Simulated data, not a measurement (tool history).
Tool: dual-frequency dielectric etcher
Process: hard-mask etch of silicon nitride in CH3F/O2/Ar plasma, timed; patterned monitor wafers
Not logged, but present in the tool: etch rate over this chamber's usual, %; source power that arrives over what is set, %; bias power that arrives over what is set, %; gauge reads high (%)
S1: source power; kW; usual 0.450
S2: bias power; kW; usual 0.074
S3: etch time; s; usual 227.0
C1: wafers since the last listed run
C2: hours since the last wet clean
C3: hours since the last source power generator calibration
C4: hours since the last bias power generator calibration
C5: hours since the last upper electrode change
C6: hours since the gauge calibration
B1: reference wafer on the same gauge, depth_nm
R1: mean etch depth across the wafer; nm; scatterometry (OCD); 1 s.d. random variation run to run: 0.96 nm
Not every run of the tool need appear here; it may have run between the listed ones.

{"run": 1, "hour": 0.0, "S1": 0.5, "S2": 0.074, "S3": 263.5, "C1": 0, "C2": 247.1, "C3": 2829.9, "C4": 2721.7, "C5": 3724.7, "C6": 450.0, "B1": 177.2, "R1": 199.9}
{"run": 2, "hour": 87.6, "S1": 0.5, "S2": 0.074, "S3": 263.5, "C1": 384, "C2": 334.7, "C3": 2917.5, "C4": 2809.3, "C5": 3812.3, "C6": 537.6, "B1": 177.4, "R1": 195.2}
{"hour": 152.3, "done": "gauge calibrated"}
{"hour": 169.3, "done": "wet clean of the chamber"}
{"run": 3, "hour": 187.6, "S1": 0.45, "S2": 0.074, "S3": 227.0, "C1": 333, "C2": 18.3, "C3": 3017.5, "C4": 2909.3, "C5": 3912.3, "C6": 35.3, "B1": 177.0, "R1": 165.8}
{"run": 4, "hour": 229.5, "S1": 0.45, "S2": 0.074, "S3": 227.0, "C1": 183, "C2": 60.2, "C3": 3059.4, "C4": 2951.2, "C5": 3954.2, "C6": 77.2, "B1": 177.0, "R1": 166.1}
{"run": 5, "hour": 321.9, "S1": 0.45, "S2": 0.074, "S3": 227.0, "C1": 405, "C2": 152.6, "C3": 3151.8, "C4": 3043.6, "C5": 4046.6, "C6": 169.6, "B1": 177.1, "R1": 165.6}
{"run": 6, "hour": 364.9, "S1": 0.45, "S2": 0.074, "S3": 227.0, "C1": 188, "C2": 195.6, "C3": 3194.8, "C4": 3086.6, "C5": 4089.6, "C6": 212.6, "B1": 177.1, "R1": 163.1}
{"run": 7, "hour": 463.4, "S1": 0.45, "S2": 0.074, "S3": 227.0, "C1": 432, "C2": 294.1, "C3": 3293.3, "C4": 3185.1, "C5": 4188.1, "C6": 311.1, "B1": 176.9, "R1": 160.1}
{"hour": 480.2, "done": "bias power generator calibrated"}
{"hour": 546.9, "done": "wet clean of the chamber"}
{"run": 8, "hour": 547.4, "S1": 0.51, "S2": 0.074, "S3": 227.0, "C1": 245, "C2": 0.5, "C3": 3377.3, "C4": 67.2, "C5": 4272.1, "C6": 395.1, "B1": 177.2, "R1": 180.1}
{"hour": 593.9, "done": "upper electrode replaced, of another model than before"}
{"run": 9, "hour": 621.8, "S1": 0.53, "S2": 0.057, "S3": 227.0, "C1": 221, "C2": 74.9, "C3": 3451.7, "C4": 141.6, "C5": 27.9, "C6": 469.5, "B1": 177.3, "R1": 180.1}
{"hour": 639.7, "done": "gauge calibrated"}
{"run": 10, "hour": 682.7, "S1": 0.39, "S2": 0.063, "S3": 227.0, "C1": 267, "C2": 135.8, "C3": 3512.6, "C4": 202.5, "C5": 88.8, "C6": 43.0, "B1": 177.1, "R1": 142.9}
{"run": 11, "hour": 764.6, "S1": 0.36, "S2": 0.089, "S3": 282.5, "C1": 359, "C2": 217.7, "C3": 3594.5, "C4": 284.4, "C5": 170.7, "C6": 124.9, "B1": 177.0, "R1": 169.8}
{"hour": 804.9, "done": "source power generator calibrated"}
{"run": 12, "hour": 821.0, "S1": 0.45, "S2": 0.074, "S3": 227.0, "C1": 230, "C2": 274.1, "C3": 16.1, "C4": 340.8, "C5": 227.1, "C6": 181.3, "B1": 177.2, "R1": 159.3}
{"hour": 947.5, "done": "wet clean of the chamber"}
{"run": 13, "hour": 948.0, "S1": 0.45, "S2": 0.074, "S3": 227.0, "C1": 452, "C2": 0.5, "C3": 143.1, "C4": 467.8, "C5": 354.1, "C6": 308.3, "B1": 177.0, "R1": 165.6}
{"run": 14, "hour": 979.8, "S1": 0.45, "S2": 0.074, "S3": 227.0, "C1": 139, "C2": 32.3, "C3": 174.9, "C4": 499.6, "C5": 385.9, "C6": 340.1, "B1": 176.8, "R1": 165.5}
{"run": 15, "hour": 1025.5, "S1": 0.41, "S2": 0.057, "S3": 196.5, "C1": 200, "C2": 78.0, "C3": 220.6, "C4": 545.3, "C5": 431.6, "C6": 385.8, "B1": 177.1, "R1": 127.4}
{"run": 16, "hour": 1077.6, "S1": 0.34, "S2": 0.084, "S3": 227.0, "C1": 228, "C2": 130.1, "C3": 272.7, "C4": 597.4, "C5": 483.7, "C6": 437.9, "B1": 176.8, "R1": 127.1}

Alternative continuations, all from the tool just after run 16; predict every row:
{"run": "A", "hour": 1078.1, "S1": 0.35, "S2": 0.074, "S3": 227.0, "C1": 2, "C2": 130.6, "C3": 273.2, "C4": 597.9, "C5": 484.2, "C6": 438.4, "B1": "?", "R1": "?"}
{"run": "B", "hour": 1078.1, "S1": 0.45, "S2": 0.074, "S3": 278.5, "C1": 2, "C2": 130.6, "C3": 273.2, "C4": 597.9, "C5": 484.2, "C6": 438.4, "B1": "?", "R1": "?"}
{"run": "C", "hour": 1078.1, "S1": 0.45, "S2": 0.074, "S3": 281.0, "C1": 2, "C2": 130.6, "C3": 273.2, "C4": 597.9, "C5": 484.2, "C6": 438.4, "B1": "?", "R1": "?"}

run=A B1=177.0 R1=129.0
run=B B1=177.0 R1=200.7
run=C B1=177.0 R1=202.5
Take away the tool's hidden state, keep each run's random variation, and the runs would have read:
run=A R1=131.2
run=B R1=204.1
run=C R1=205.9
